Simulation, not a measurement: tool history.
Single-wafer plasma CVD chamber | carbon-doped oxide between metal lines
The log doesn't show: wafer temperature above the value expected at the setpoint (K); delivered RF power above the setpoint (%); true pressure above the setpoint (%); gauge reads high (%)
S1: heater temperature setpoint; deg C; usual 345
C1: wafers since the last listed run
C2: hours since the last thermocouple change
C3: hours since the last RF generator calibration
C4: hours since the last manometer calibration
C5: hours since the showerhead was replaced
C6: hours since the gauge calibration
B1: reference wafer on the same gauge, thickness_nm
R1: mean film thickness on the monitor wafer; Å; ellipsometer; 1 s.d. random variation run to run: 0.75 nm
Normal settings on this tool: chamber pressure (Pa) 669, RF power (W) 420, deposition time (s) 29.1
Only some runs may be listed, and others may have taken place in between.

{"run": 1, "hour": 0.0, "S1": 345, "chamber pressure (Pa)": 591, "RF power (W)": 420, "deposition time (s)": 29.1, "C1": 0, "C2": 2023.6, "C3": 1.5, "C4": 1156, "C5": 4742.6, "C6": 1478.5, "B1": 133.94, "R1": 1341.27}
{"run": 2, "hour": 43.2, "S1": 345, "chamber pressure (Pa)": 669, "RF power (W)": 420, "deposition time (s)": 29.1, "C1": 1093, "C2": 2066.8, "C3": 44.7, "C4": 1199.2, "C5": 4785.8, "C6": 1521.7, "B1": 133.942, "R1": 1341.9}
{"run": 3, "hour": 133.7, "S1": 345, "chamber pressure (Pa)": 669, "RF power (W)": 420, "deposition time (s)": 29.1, "C1": 2291, "C2": 2157.3, "C3": 135.2, "C4": 1289.7, "C5": 4876.3, "C6": 1612.2, "B1": 134.194, "R1": 1350.71}
{"run": 4, "hour": 240.4, "S1": 345, "chamber pressure (Pa)": 669, "RF power (W)": 420, "deposition time (s)": 29.1, "C1": 2701, "C2": 2264, "C3": 241.9, "C4": 1396.4, "C5": 4983, "C6": 1718.9, "B1": 134.032, "R1": 1358.52}
{"run": 5, "hour": 321.3, "S1": 345, "chamber pressure (Pa)": 759, "RF power (W)": 420, "deposition time (s)": 29.1, "C1": 2048, "C2": 2344.9, "C3": 322.8, "C4": 1477.3, "C5": 5063.9, "C6": 1799.8, "B1": 134.068, "R1": 1378.46}
{"run": 6, "hour": 377.6, "S1": 345, "chamber pressure (Pa)": 759, "RF power (W)": 420, "deposition time (s)": 29.1, "C1": 1425, "C2": 2401.2, "C3": 379.1, "C4": 1533.6, "C5": 5120.2, "C6": 1856.1, "B1": 133.956, "R1": 1386.11}
{"hour": 460.6, "done": "showerhead replaced"}
{"run": 7, "hour": 490.2, "S1": 345, "chamber pressure (Pa)": 552, "RF power (W)": 420, "deposition time (s)": 29.1, "C1": 2648, "C2": 2513.8, "C3": 491.7, "C4": 1646.2, "C5": 29.6, "C6": 1968.7, "B1": 134.015, "R1": 1329.52}
{"run": 8, "hour": 582.4, "S1": 345, "chamber pressure (Pa)": 733, "RF power (W)": 400, "deposition time (s)": 29.1, "C1": 2334, "C2": 2606, "C3": 583.9, "C4": 1738.4, "C5": 121.8, "C6": 2060.9, "B1": 134.014, "R1": 1317.06}
{"run": 9, "hour": 665.9, "S1": 356, "chamber pressure (Pa)": 669, "RF power (W)": 390, "deposition time (s)": 29.1, "C1": 2114, "C2": 2689.5, "C3": 667.4, "C4": 1821.9, "C5": 205.3, "C6": 2144.4, "B1": 133.869, "R1": 1236.38}
{"run": 10, "hour": 706.1, "S1": 345, "chamber pressure (Pa)": 669, "RF power (W)": 345, "deposition time (s)": 29.1, "C1": 1017, "C2": 2729.7, "C3": 707.6, "C4": 1862.1, "C5": 245.5, "C6": 2184.6, "B1": 134.016, "R1": 1189.54}
{"run": 11, "hour": 800.7, "S1": 345, "chamber pressure (Pa)": 593, "RF power (W)": 420, "deposition time (s)": 29.1, "C1": 2395, "C2": 2824.3, "C3": 802.2, "C4": 1956.7, "C5": 340.1, "C6": 2279.2, "B1": 134.295, "R1": 1350.61}
{"hour": 887.9, "done": "capacitance manometer re-zeroed and calibrated"}
{"run": 12, "hour": 904.4, "S1": 345, "chamber pressure (Pa)": 669, "RF power (W)": 420, "deposition time (s)": 29.1, "C1": 2422, "C2": 2928, "C3": 905.9, "C4": 16.5, "C5": 443.8, "C6": 2382.9, "B1": 133.989, "R1": 1368.57}
{"run": 13, "hour": 948.9, "S1": 345, "chamber pressure (Pa)": 832, "RF power (W)": 490, "deposition time (s)": 24.3, "C1": 1126, "C2": 2972.5, "C3": 950.4, "C4": 61, "C5": 488.3, "C6": 2427.4, "B1": 134.169, "R1": 1276.09}
{"run": 14, "hour": 998.7, "S1": 351, "chamber pressure (Pa)": 669, "RF power (W)": 420, "deposition time (s)": 33, "C1": 1260, "C2": 3022.3, "C3": 1000.2, "C4": 110.8, "C5": 538.1, "C6": 2477.2, "B1": 134.031, "R1": 1501.33}
{"hour": 1053.7, "done": "thermocouple changed; heater temperature recalibrated"}
{"run": 15, "hour": 1073.6, "S1": 359, "chamber pressure (Pa)": 669, "RF power (W)": 360, "deposition time (s)": 29.1, "C1": 1693, "C2": 19.9, "C3": 1075.1, "C4": 185.7, "C5": 613, "C6": 2552.1, "B1": 134.08, "R1": 1165.76}
{"run": 16, "hour": 1333.1, "S1": 352, "chamber pressure (Pa)": 669, "RF power (W)": 420, "deposition time (s)": 29.1, "C1": 6570, "C2": 279.4, "C3": 1334.6, "C4": 445.2, "C5": 872.5, "C6": 2811.6, "B1": 133.858, "R1": 1325.95}
{"hour": 1359.2, "done": "gauge calibrated"}
{"run": 17, "hour": 1417.7, "S1": 345, "chamber pressure (Pa)": 549, "RF power (W)": 420, "deposition time (s)": 29.1, "C1": 2141, "C2": 364, "C3": 1419.2, "C4": 529.8, "C5": 957.1, "C6": 58.5, "B1": 134.103, "R1": 1334.4}
{"run": 18, "hour": 1466.8, "S1": 345, "chamber pressure (Pa)": 755, "RF power (W)": 385, "deposition time (s)": 29.1, "C1": 1243, "C2": 413.1, "C3": 1468.3, "C4": 578.9, "C5": 1006.2, "C6": 107.6, "B1": 134.071, "R1": 1277.86}
{"run": 19, "hour": 1527.4, "S1": 331, "chamber pressure (Pa)": 669, "RF power (W)": 420, "deposition time (s)": 29.1, "C1": 1534, "C2": 473.7, "C3": 1528.9, "C4": 639.5, "C5": 1066.8, "C6": 168.2, "B1": 133.869, "R1": 1428.85}
{"run": 20, "hour": 1593.2, "S1": 345, "chamber pressure (Pa)": 669, "RF power (W)": 500, "deposition time (s)": 29.1, "C1": 1665, "C2": 539.5, "C3": 1594.7, "C4": 705.3, "C5": 1132.6, "C6": 234, "B1": 133.93, "R1": 1500.9}
{"hour": 1649.9, "done": "RF generator calibrated"}
{"run": 21, "hour": 1650.4, "S1": 331, "chamber pressure (Pa)": 752, "RF power (W)": 375, "deposition time (s)": 32.6, "C1": 1245, "C2": 596.7, "C3": 0.5, "C4": 762.5, "C5": 1189.8, "C6": 291.2, "B1": 134.13, "R1": 1494.32}
{"run": 22, "hour": 1687.4, "S1": 345, "chamber pressure (Pa)": 755, "RF power (W)": 385, "deposition time (s)": 29.1, "C1": 936, "C2": 633.7, "C3": 37.5, "C4": 799.5, "C5": 1226.8, "C6": 328.2, "B1": 133.821, "R1": 1270.35}
{"run": 23, "hour": 1787.4, "S1": 345, "chamber pressure (Pa)": 743, "RF power (W)": 420, "deposition time (s)": 34.2, "C1": 2531, "C2": 733.7, "C3": 137.5, "C4": 899.5, "C5": 1326.8, "C6": 428.2, "B1": 133.894, "R1": 1611.43}
{"run": 24, "hour": 1889.5, "S1": 345, "chamber pressure (Pa)": 595, "RF power (W)": 420, "deposition time (s)": 29.1, "C1": 2585, "C2": 835.8, "C3": 239.6, "C4": 1001.6, "C5": 1428.9, "C6": 530.3, "B1": 134.127, "R1": 1335.88}
{"run": 25, "hour": 1983.3, "S1": 337, "chamber pressure (Pa)": 825, "RF power (W)": 460, "deposition time (s)": 32.2, "C1": 2374, "C2": 929.6, "C3": 333.4, "C4": 1095.4, "C5": 1522.7, "C6": 624.1, "B1": 133.785, "R1": 1677.62}
{"run": 26, "hour": 2257.6, "S1": 345, "chamber pressure (Pa)": 669, "RF power (W)": 420, "deposition time (s)": 29.1, "C1": 6944, "C2": 1203.9, "C3": 607.7, "C4": 1369.7, "C5": 1797, "C6": 898.4, "B1": 133.914, "R1": 1344.25}
{"run": 27, "hour": 2326.1, "S1": 345, "chamber pressure (Pa)": 669, "RF power (W)": 420, "deposition time (s)": 29.1, "C1": 1734, "C2": 1272.4, "C3": 676.2, "C4": 1438.2, "C5": 1865.5, "C6": 966.9, "B1": 133.747, "R1": 1351.92}
{"run": 28, "hour": 2431.4, "S1": 353, "chamber pressure (Pa)": 537, "RF power (W)": 445, "deposition time (s)": 26.2, "C1": 2666, "C2": 1377.7, "C3": 781.5, "C4": 1543.5, "C5": 1970.8, "C6": 1072.2, "B1": 134.064, "R1": 1216.34}

Branching from run 28: 4 alternative next runs. What would each branch give?
{"run": "A", "hour": 2431.8, "S1": 345, "chamber pressure (Pa)": 669, "RF power (W)": 420, "deposition time (s)": 29.1, "C1": 10, "C2": 1378.1, "C3": 781.9, "C4": 1543.9, "C5": 1971.2, "C6": 1072.6, "B1": "?", "R1": "?"}
{"run": "B", "hour": 2431.8, "S1": 345, "chamber pressure (Pa)": 539, "RF power (W)": 360, "deposition time (s)": 29.1, "C1": 10, "C2": 1378.1, "C3": 781.9, "C4": 1543.9, "C5": 1971.2, "C6": 1072.6, "B1": "?", "R1": "?"}
{"run": "C", "hour": 2431.8, "S1": 345, "chamber pressure (Pa)": 573, "RF power (W)": 420, "deposition time (s)": 25.9, "C1": 10, "C2": 1378.1, "C3": 781.9, "C4": 1543.9, "C5": 1971.2, "C6": 1072.6, "B1": "?", "R1": "?"}
{"run": "D", "hour": 2431.8, "S1": 355, "chamber pressure (Pa)": 669, "RF power (W)": 420, "deposition time (s)": 29.1, "C1": 10, "C2": 1378.1, "C3": 781.9, "C4": 1543.9, "C5": 1971.2, "C6": 1072.6, "B1": "?", "R1": "?"}

run=A B1=133.984 R1=1350.86
run=B B1=133.984 R1=1183.78
run=C B1=133.984 R1=1187.1
run=D B1=133.984 R1=1308.12
What these runs would have given with no unlogged condition in the tool:
run=A R1=1350.86
run=B R1=1183.78
run=C R1=1187.1
run=D R1=1308.12
